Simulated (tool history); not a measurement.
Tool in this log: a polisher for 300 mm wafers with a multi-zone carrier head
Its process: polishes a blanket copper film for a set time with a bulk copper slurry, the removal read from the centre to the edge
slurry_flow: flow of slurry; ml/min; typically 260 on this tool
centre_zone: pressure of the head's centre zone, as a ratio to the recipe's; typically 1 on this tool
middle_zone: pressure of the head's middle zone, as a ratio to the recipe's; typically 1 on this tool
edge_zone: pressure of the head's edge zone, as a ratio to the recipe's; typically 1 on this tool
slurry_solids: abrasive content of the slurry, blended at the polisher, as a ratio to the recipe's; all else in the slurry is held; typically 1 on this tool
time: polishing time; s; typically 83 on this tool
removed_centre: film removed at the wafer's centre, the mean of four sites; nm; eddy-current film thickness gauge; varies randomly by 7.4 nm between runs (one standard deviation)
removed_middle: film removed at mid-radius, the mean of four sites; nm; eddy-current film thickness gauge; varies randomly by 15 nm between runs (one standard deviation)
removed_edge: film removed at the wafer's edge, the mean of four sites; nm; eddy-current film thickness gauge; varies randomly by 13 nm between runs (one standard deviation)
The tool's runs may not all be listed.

| run | hour | slurry_flow | centre_zone | middle_zone | edge_zone | slurry_solids | time | incoming thickness of the incoming film, nm | removed_centre | removed_middle | removed_edge |
|---|---|---|---|---|---|---|---|---|---|---|---|
| 1 | 0 | 260 | 1 | 1 | 1 | 1 | 83 | 3590.3 | 1023.3 | 1023.6 | 1001.2 |
| 2 | 70.7 | 260 | 1 | 1 | 1 | 1 | 83 | 3518.6 | 998.3 | 1006.8 | 972.9 |
|  | 126.2 | worn pad replaced by a new one |
| 3 | 147.9 | 260 | 1 | 1 | 1 | 1 | 83 | 3511.1 | 1043.5 | 1020.9 | 1037.7 |
|  | 162.7 | carrier head's membrane replaced by a new one |
| 4 | 224.2 | 260 | 1 | 1 | 1.04 | 1 | 92 | 3480.6 | 1128.2 | 1146.6 | 1147.4 |
| 5 | 300.6 | 260 | 1 | 1 | 1 | 1 | 83 | 3561.7 | 1018 | 1015 | 1021.4 |
| 6 | 397.7 | 260 | 1 | 1 | 1 | 1 | 83 | 3491.8 | 991.2 | 994 | 985.6 |
|  | 402 | worn pad replaced by a new one |
|  | 450.4 | slurry nozzle cleaned |
| 7 | 451.3 | 260 | 1 | 1 | 1 | 1 | 83 | 3538.3 | 1028.3 | 1027.9 | 1026.2 |
| 8 | 514.1 | 260 | 1 | 0.91 | 1 | 1 | 83 | 3612 | 1026.6 | 953.7 | 1021.8 |
| 9 | 589.8 | 260 | 1 | 0.91 | 1 | 1 | 83 | 3530.9 | 1007.7 | 924.3 | 1000.9 |
|  | 665.3 | centre zone pressure recalibrated |
|  | 726 | worn pad replaced by a new one |
|  | 739.2 | carrier head's membrane replaced by a new one |
| 10 | 739.7 | 260 | 1.07 | 1.08 | 1 | 1.25 | 83 | 3556.7 | 1162.4 | 1191.7 | 1077.7 |
|  | 785.1 | edge zone pressure recalibrated |
| 11 | 786.4 | 260 | 1 | 0.94 | 1 | 1.2 | 83 | 3549 | 1083.9 | 1019 | 1083.1 |
| 12 | 872.2 | 210 | 0.88 | 1 | 1 | 1.2 | 95 | 3596.6 | 1049.9 | 1191.5 | 1175.5 |
| 13 | 956.1 | 260 | 1 | 1.1 | 1 | 1.15 | 83 | 3569.8 | 1050.1 | 1151.6 | 1025.7 |
|  | 1008.5 | slurry nozzle cleaned |
| 14 | 1027.6 | 260 | 1 | 1 | 1 | 1 | 93 | 3556.7 | 1106.4 | 1122.3 | 1104.8 |
|  | 1049 | worn pad replaced by a new one |
| 15 | 1112 | 260 | 1 | 1 | 1.1 | 0.9 | 83 | 3596.6 | 1008.1 | 1032.6 | 1040.5 |
| 16 | 1179 | 260 | 1.11 | 0.92 | 0.95 | 1 | 83 | 3560.8 | 1108.1 | 988.1 | 1001.2 |
| 17 | 1236.1 | 260 | 1 | 1 | 1 | 1 | 83 | 3593.9 | 1016.5 | 1027.9 | 1030.6 |
| 18 | 1323.9 | 180 | 1 | 1 | 1.08 | 1 | 83 | 3545.9 | 932.7 | 940.9 | 978.2 |
|  | 1362.8 | worn pad replaced by a new one |
|  | 1402.2 | carrier head's membrane replaced by a new one |
|  | 1485.2 | slurry nozzle cleaned |
|  | 1552.2 | centre zone pressure recalibrated |
| 19 | 1602.5 | 260 | 1 | 1 | 1 | 1 | 83 | 3552 | 1001.9 | 986.5 | 1005.5 |

How would selected steps in removed_centre from run to run divide? Give the signed amount a tool lacking its hidden state would still show from settings, what came in and random variation, and the signed amount left for the hidden state, including any gauge scatter that is not in both of the compared results.
Hidden state at play: removal rate lost through wear of the pad, %; slurry flow missing at the pad, %; deviation of the centre zone's pressure from its setpoint, %; deviation of the edge zone's pressure from its setpoint, %.
Run 9 -> 10: centre_zone 1 -> 1.07, middle_zone 0.91 -> 1.08, slurry_solids 1 -> 1.25, centre zone pressure recalibrated, worn pad replaced by a new one, carrier head's membrane replaced by a new one. removed_centre +154.7 nm: hidden state +33.7, all else +121.
Run 14 -> 15: edge_zone 1 -> 1.1, slurry_solids 1 -> 0.9, time 93 -> 83, worn pad replaced by a new one. removed_centre -98.3 nm: hidden state +58, all else -156.3.

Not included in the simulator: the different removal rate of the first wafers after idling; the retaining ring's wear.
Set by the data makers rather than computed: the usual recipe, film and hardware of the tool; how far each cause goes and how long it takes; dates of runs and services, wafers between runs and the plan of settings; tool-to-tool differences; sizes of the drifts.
